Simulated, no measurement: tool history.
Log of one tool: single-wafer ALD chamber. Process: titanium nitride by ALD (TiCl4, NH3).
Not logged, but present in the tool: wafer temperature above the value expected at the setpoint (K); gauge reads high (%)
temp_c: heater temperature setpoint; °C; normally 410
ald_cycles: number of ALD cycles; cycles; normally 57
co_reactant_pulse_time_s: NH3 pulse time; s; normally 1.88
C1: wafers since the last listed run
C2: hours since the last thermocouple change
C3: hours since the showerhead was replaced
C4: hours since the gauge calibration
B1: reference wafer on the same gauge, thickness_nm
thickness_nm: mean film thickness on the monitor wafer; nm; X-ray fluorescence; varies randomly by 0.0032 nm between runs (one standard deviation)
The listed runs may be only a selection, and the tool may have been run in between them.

run 1 hour=0 | temp_c=410 ald_cycles=57 co_reactant_pulse_time_s=2.11 | C1=0 C2=2120.4 C3=3103.5 C4=767.5 | B1=1.25 | thickness_nm=1.295
run 2 hour=51.1 | temp_c=410 ald_cycles=57 co_reactant_pulse_time_s=2.11 | C1=143 C2=2171.5 C3=3154.6 C4=818.6 | B1=1.25 | thickness_nm=1.294
run 3 hour=81.8 | temp_c=410 ald_cycles=57 co_reactant_pulse_time_s=2.11 | C1=86 C2=2202.2 C3=3185.3 C4=849.3 | B1=1.25 | thickness_nm=1.293
run 4 hour=126.4 | temp_c=410 ald_cycles=57 co_reactant_pulse_time_s=1.88 | C1=125 C2=2246.8 C3=3229.9 C4=893.9 | B1=1.25 | thickness_nm=1.297
run 5 hour=274.4 | temp_c=410 ald_cycles=64 co_reactant_pulse_time_s=1.88 | C1=415 C2=2394.8 C3=3377.9 C4=1041.9 | B1=1.249 | thickness_nm=1.452
run 6 hour=331.5 | temp_c=410 ald_cycles=64 co_reactant_pulse_time_s=1.88 | C1=160 C2=2451.9 C3=3435 C4=1099 | B1=1.25 | thickness_nm=1.449
run 7 hour=370.6 | temp_c=410 ald_cycles=57 co_reactant_pulse_time_s=1.88 | C1=109 C2=2491 C3=3474.1 C4=1138.1 | B1=1.249 | thickness_nm=1.295
run 8 hour=413.3 | temp_c=410 ald_cycles=57 co_reactant_pulse_time_s=1.88 | C1=119 C2=2533.7 C3=3516.8 C4=1180.8 | B1=1.25 | thickness_nm=1.294
-- hour=447.1 thermocouple changed; heater temperature recalibrated
run 9 hour=460 | temp_c=410 ald_cycles=57 co_reactant_pulse_time_s=1.88 | C1=108 C2=12.9 C3=3563.5 C4=1227.5 | B1=1.25 | thickness_nm=1.288
run 10 hour=491.9 | temp_c=410 ald_cycles=57 co_reactant_pulse_time_s=1.88 | C1=89 C2=44.8 C3=3595.4 C4=1259.4 | B1=1.25 | thickness_nm=1.289
run 11 hour=620.4 | temp_c=410 ald_cycles=65 co_reactant_pulse_time_s=2.16 | C1=360 C2=173.3 C3=3723.9 C4=1387.9 | B1=1.249 | thickness_nm=1.481
run 12 hour=653.9 | temp_c=400 ald_cycles=57 co_reactant_pulse_time_s=1.26 | C1=94 C2=206.8 C3=3757.4 C4=1421.4 | B1=1.25 | thickness_nm=1.268
-- hour=662.8 gauge calibrated
run 13 hour=789.6 | temp_c=410 ald_cycles=57 co_reactant_pulse_time_s=1.88 | C1=381 C2=342.5 C3=3893.1 C4=126.8 | B1=1.251 | thickness_nm=1.289
run 14 hour=819.9 | temp_c=404 ald_cycles=66 co_reactant_pulse_time_s=1.17 | C1=85 C2=372.8 C3=3923.4 C4=157.1 | B1=1.25 | thickness_nm=1.475
-- hour=851.6 showerhead replaced
run 15 hour=863.4 | temp_c=410 ald_cycles=57 co_reactant_pulse_time_s=1.88 | C1=99 C2=416.3 C3=11.8 C4=200.6 | B1=1.25 | thickness_nm=1.296
run 16 hour=894.5 | temp_c=410 ald_cycles=57 co_reactant_pulse_time_s=1.88 | C1=87 C2=447.4 C3=42.9 C4=231.7 | B1=1.251 | thickness_nm=1.293
run 17 hour=919.2 | temp_c=417 ald_cycles=48 co_reactant_pulse_time_s=1.24 | C1=69 C2=472.1 C3=67.6 C4=256.4 | B1=1.25 | thickness_nm=1.077
run 18 hour=976.4 | temp_c=400 ald_cycles=67 co_reactant_pulse_time_s=2.47 | C1=160 C2=529.3 C3=124.8 C4=313.6 | B1=1.25 | thickness_nm=1.517
run 19 hour=1033.7 | temp_c=418 ald_cycles=57 co_reactant_pulse_time_s=1.88 | C1=160 C2=586.6 C3=182.1 C4=370.9 | B1=1.25 | thickness_nm=1.295
run 20 hour=1073.5 | temp_c=410 ald_cycles=54 co_reactant_pulse_time_s=1.88 | C1=111 C2=626.4 C3=221.9 C4=410.7 | B1=1.251 | thickness_nm=1.224

List, for all runs, the conditions of the tool that the log does not record:
wafer temperature above the value expected at the setpoint (K): 0 in every run
gauge reads high (%): 0 in every run

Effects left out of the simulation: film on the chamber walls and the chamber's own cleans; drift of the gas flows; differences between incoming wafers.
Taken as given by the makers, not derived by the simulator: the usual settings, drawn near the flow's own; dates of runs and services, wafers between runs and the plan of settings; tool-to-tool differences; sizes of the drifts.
